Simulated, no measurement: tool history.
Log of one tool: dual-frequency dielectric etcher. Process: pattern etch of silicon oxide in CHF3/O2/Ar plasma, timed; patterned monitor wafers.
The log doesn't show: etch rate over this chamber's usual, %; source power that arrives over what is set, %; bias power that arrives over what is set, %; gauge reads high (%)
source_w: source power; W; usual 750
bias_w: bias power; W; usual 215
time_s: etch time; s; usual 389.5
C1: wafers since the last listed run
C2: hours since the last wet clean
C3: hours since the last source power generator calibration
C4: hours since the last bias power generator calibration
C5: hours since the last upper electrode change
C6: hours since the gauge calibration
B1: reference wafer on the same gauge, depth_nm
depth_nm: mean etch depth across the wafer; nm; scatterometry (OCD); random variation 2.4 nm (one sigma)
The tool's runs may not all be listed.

run 1 day=0 | source_w=750 bias_w=215 time_s=389.5 | C1=0 C2=573.7 C3=981.3 C4=1598.7 C5=3234.2 C6=1100.3 | B1=929.5 | depth_nm=872.4
run 2 day=1.646 | source_w=750 bias_w=215 time_s=389.5 | C1=98 C2=613.2 C3=1020.8 C4=1638.2 C5=3273.7 C6=1139.8 | B1=929.5 | depth_nm=874.6
-- day=3.925 wet clean of the chamber
run 3 day=3.946 | source_w=750 bias_w=215 time_s=389.5 | C1=77 C2=0.5 C3=1076 C4=1693.4 C5=3328.9 C6=1195 | B1=928.5 | depth_nm=875.7
run 4 day=5.317 | source_w=750 bias_w=215 time_s=389.5 | C1=82 C2=33.4 C3=1108.9 C4=1726.3 C5=3361.8 C6=1227.9 | B1=929.3 | depth_nm=877.6
run 5 day=9.408 | source_w=750 bias_w=215 time_s=389.5 | C1=244 C2=131.6 C3=1207.1 C4=1824.5 C5=3460 C6=1326.1 | B1=929.1 | depth_nm=877.8
run 6 day=12.617 | source_w=750 bias_w=215 time_s=389.5 | C1=192 C2=208.6 C3=1284.1 C4=1901.5 C5=3537 C6=1403.1 | B1=929.4 | depth_nm=877.3
run 7 day=14.588 | source_w=750 bias_w=215 time_s=389.5 | C1=117 C2=255.9 C3=1331.4 C4=1948.8 C5=3584.3 C6=1450.4 | B1=930.1 | depth_nm=882.1
run 8 day=17.217 | source_w=750 bias_w=215 time_s=389.5 | C1=157 C2=319 C3=1394.5 C4=2011.9 C5=3647.4 C6=1513.5 | B1=929 | depth_nm=881.2
run 9 day=20.383 | source_w=750 bias_w=215 time_s=389.5 | C1=189 C2=395 C3=1470.5 C4=2087.9 C5=3723.4 C6=1589.5 | B1=929.1 | depth_nm=882.7
run 10 day=22.154 | source_w=750 bias_w=215 time_s=389.5 | C1=105 C2=437.5 C3=1513 C4=2130.4 C5=3765.9 C6=1632 | B1=928.3 | depth_nm=881.3
-- day=22.762 gauge calibrated
-- day=24.754 upper electrode replaced
run 11 day=24.775 | source_w=750 bias_w=215 time_s=471 | C1=97 C2=500.4 C3=1575.9 C4=2193.3 C5=0.5 C6=48.3 | B1=929 | depth_nm=1063.1
run 12 day=26.254 | source_w=750 bias_w=215 time_s=389.5 | C1=88 C2=535.9 C3=1611.4 C4=2228.8 C5=36 C6=83.8 | B1=930.3 | depth_nm=883.9
-- day=27.7 source power generator calibrated
run 13 day=29.779 | source_w=910 bias_w=215 time_s=389.5 | C1=201 C2=620.5 C3=49.9 C4=2313.4 C5=120.6 C6=168.4 | B1=928 | depth_nm=939.7
-- day=31.529 wet clean of the chamber
run 14 day=32.221 | source_w=750 bias_w=215 time_s=389.5 | C1=86 C2=16.6 C3=108.5 C4=2372 C5=179.2 C6=227 | B1=929.5 | depth_nm=867.8

The next listed run, before its measurement:
run 15 day=33.933 | source_w=750 bias_w=215 time_s=389.5 | C1=102 C2=57.7 C3=149.6 C4=2413.1 C5=220.3 C6=268.1 | B1=? | depth_nm=?

Run 15 gave B1 929.3, depth_nm 872.6 nm.
Without the tool's hidden state the same run would have given depth_nm 854 nm.

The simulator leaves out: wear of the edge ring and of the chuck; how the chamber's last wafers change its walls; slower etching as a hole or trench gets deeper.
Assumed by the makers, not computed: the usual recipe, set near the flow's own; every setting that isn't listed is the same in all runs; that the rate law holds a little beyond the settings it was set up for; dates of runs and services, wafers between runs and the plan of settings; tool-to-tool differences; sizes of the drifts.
